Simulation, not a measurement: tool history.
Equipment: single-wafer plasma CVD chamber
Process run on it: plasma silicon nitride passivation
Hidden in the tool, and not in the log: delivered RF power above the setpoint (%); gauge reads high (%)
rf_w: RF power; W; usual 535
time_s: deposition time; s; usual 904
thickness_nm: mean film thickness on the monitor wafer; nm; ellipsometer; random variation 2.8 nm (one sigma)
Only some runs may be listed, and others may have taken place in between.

run     day  rf_w  time_s  wafers since the last listed run  hours since the last RF generator calibration  hours since the showerhead was replaced  hours since the gauge calibration  read-back reference wafer on the same gauge, thickness_nm  thickness_nm
  1   0.000   535     904                                 0                                         2122.5                                   4935.2                              368.6                                                   1099.964      1337.100
  2   1.396   535     904                                76                                         2156.0                                   4968.7                              402.1                                                   1099.570      1334.500
  3   4.192   535     904                               153                                         2223.1                                   5035.8                              469.2                                                   1099.760      1332.944
  4   4.933   535     834                                40                                         2240.9                                   5053.6                              487.0                                                   1099.713      1225.877
  5   6.142   535     834                                66                                         2269.9                                   5082.6                              516.0                                                   1099.986      1229.520
  6   6.983   535     904                                46                                         2290.1                                   5102.8                              536.2                                                   1099.545      1324.803
  7   8.179   535     904                                65                                         2318.8                                   5131.5                              564.9                                                   1099.791      1325.983
  8   9.329   535     904                                62                                         2346.4                                   5159.1                              592.5                                                   1099.665      1329.980
  9  10.446   610    1028                                61                                         2373.2                                   5185.9                              619.3                                                   1099.793      1571.785
 10  11.829   535     904                                75                                         2406.4                                   5219.1                              652.5                                                   1099.812      1326.882
 11  12.517   535     904                                37                                         2422.9                                   5235.6                              669.0                                                   1099.836      1320.575
 12  13.979   535     904                                80                                         2458.0                                   5270.7                              704.1                                                   1100.406      1320.964
     14.942  -- showerhead replaced
 13  15.421   535     904                                60                                         2492.6                                     11.5                              738.7                                                   1100.194      1323.374
 14  16.342   535     904                                50                                         2514.7                                     33.6                              760.8                                                   1099.837      1324.649
 15  17.412   535     904                                58                                         2540.4                                     59.3                              786.5                                                   1100.249      1322.042
     17.942  -- gauge calibrated
 16  21.312   620     776                               213                                         2634.0                                    152.9                               80.9                                                   1100.243      1185.710
     24.021  -- RF generator calibrated
 17  25.725   620     776                               223                                           40.9                                    258.8                              186.8                                                   1100.031      1215.168
 18  26.575   610    1028                                46                                           61.3                                    279.2                              207.2                                                   1099.888      1602.609
 19  27.688   490     835                                60                                           88.0                                    305.9                              233.9                                                   1100.194      1218.185
 20  28.925   570    1055                                67                                          117.7                                    335.6                              263.6                                                   1099.766      1608.868
 21  30.379   535     904                                79                                          152.6                                    370.5                              298.5                                                   1100.065      1355.310
 22  31.442   535     904                                58                                          178.1                                    396.0                              324.0                                                   1099.828      1357.377
 23  32.596   625     904                                63                                          205.8                                    423.7                              351.7                                                   1100.024      1416.257
 24  33.796   585     794                                65                                          234.6                                    452.5                              380.5                                                   1100.067      1220.899
 25  34.425   585     904                                34                                          249.7                                    467.6                              395.6                                                   1099.920      1389.559

Run 26 is up next; what results do you expect?
 26  34.983   640    1081                                30                                          263.1                                    481.0                              409.0                                                          ?             ?

read-back reference wafer on the same gauge, thickness_nm: 1100.112
thickness_nm: 1708.037 nm
Without the tool's hidden state the same run would have given thickness_nm 1713.906 nm.
